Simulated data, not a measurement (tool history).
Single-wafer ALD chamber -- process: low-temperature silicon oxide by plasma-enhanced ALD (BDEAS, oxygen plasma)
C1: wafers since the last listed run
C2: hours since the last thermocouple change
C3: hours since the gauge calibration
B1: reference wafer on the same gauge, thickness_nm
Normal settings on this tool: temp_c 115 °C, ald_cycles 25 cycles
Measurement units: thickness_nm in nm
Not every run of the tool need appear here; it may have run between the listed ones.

run 1 hour=0.0 | temp_c=115 ald_cycles=25 | C1=0 C2=2116.9 C3=13.9 | B1=3.033 | thickness_nm=3.558
run 2 hour=7.1 | temp_c=115 ald_cycles=25 | C1=65 C2=2124.0 C3=21.0 | B1=3.028 | thickness_nm=3.561
run 3 hour=17.8 | temp_c=118 ald_cycles=24 | C1=98 C2=2134.7 C3=31.7 | B1=3.028 | thickness_nm=3.398
run 4 hour=24.1 | temp_c=118 ald_cycles=24 | C1=57 C2=2141.0 C3=38.0 | B1=3.030 | thickness_nm=3.390
run 5 hour=35.0 | temp_c=126 ald_cycles=25 | C1=99 C2=2151.9 C3=48.9 | B1=3.030 | thickness_nm=3.460
-- hour=57.8 thermocouple changed; heater temperature recalibrated
run 6 hour=58.3 | temp_c=106 ald_cycles=22 | C1=140 C2=0.5 C3=72.2 | B1=3.032 | thickness_nm=3.183
run 7 hour=66.2 | temp_c=115 ald_cycles=25 | C1=72 C2=8.4 C3=80.1 | B1=3.032 | thickness_nm=3.562
run 8 hour=83.8 | temp_c=115 ald_cycles=25 | C1=161 C2=26.0 C3=97.7 | B1=3.029 | thickness_nm=3.564
run 9 hour=97.5 | temp_c=123 ald_cycles=25 | C1=125 C2=39.7 C3=111.4 | B1=3.027 | thickness_nm=3.497
run 10 hour=106.8 | temp_c=102 ald_cycles=25 | C1=85 C2=49.0 C3=120.7 | B1=3.032 | thickness_nm=3.660
-- hour=110.4 gauge calibrated
run 11 hour=113.8 | temp_c=115 ald_cycles=20 | C1=64 C2=56.0 C3=3.4 | B1=3.030 | thickness_nm=2.842
run 12 hour=125.0 | temp_c=130 ald_cycles=27 | C1=102 C2=67.2 C3=14.6 | B1=3.030 | thickness_nm=3.715
run 13 hour=139.4 | temp_c=126 ald_cycles=30 | C1=132 C2=81.6 C3=29.0 | B1=3.028 | thickness_nm=4.162
run 14 hour=153.1 | temp_c=126 ald_cycles=28 | C1=125 C2=95.3 C3=42.7 | B1=3.028 | thickness_nm=3.886

Alternative continuations, all from the tool just after run 14; predict every row:
run A hour=153.5 | temp_c=115 ald_cycles=26 | C1=3 C2=95.7 C3=43.1 | B1=? | thickness_nm=?
run B hour=153.5 | temp_c=109 ald_cycles=27 | C1=3 C2=95.7 C3=43.1 | B1=? | thickness_nm=?
run C hour=153.5 | temp_c=124 ald_cycles=23 | C1=3 C2=95.7 C3=43.1 | B1=? | thickness_nm=?
run D hour=153.5 | temp_c=120 ald_cycles=25 | C1=3 C2=95.7 C3=43.1 | B1=? | thickness_nm=?
run E hour=153.5 | temp_c=115 ald_cycles=27 | C1=3 C2=95.7 C3=43.1 | B1=? | thickness_nm=?

run=A B1=3.030 thickness_nm=3.693
run=B B1=3.030 thickness_nm=3.883
run=C B1=3.030 thickness_nm=3.205
run=D B1=3.030 thickness_nm=3.513
run=E B1=3.030 thickness_nm=3.835
The same runs, with their run-to-run variation unchanged, on a tool lacking any hidden condition would have given:
run=A thickness_nm=3.693
run=B thickness_nm=3.883
run=C thickness_nm=3.205
run=D thickness_nm=3.513
run=E thickness_nm=3.835
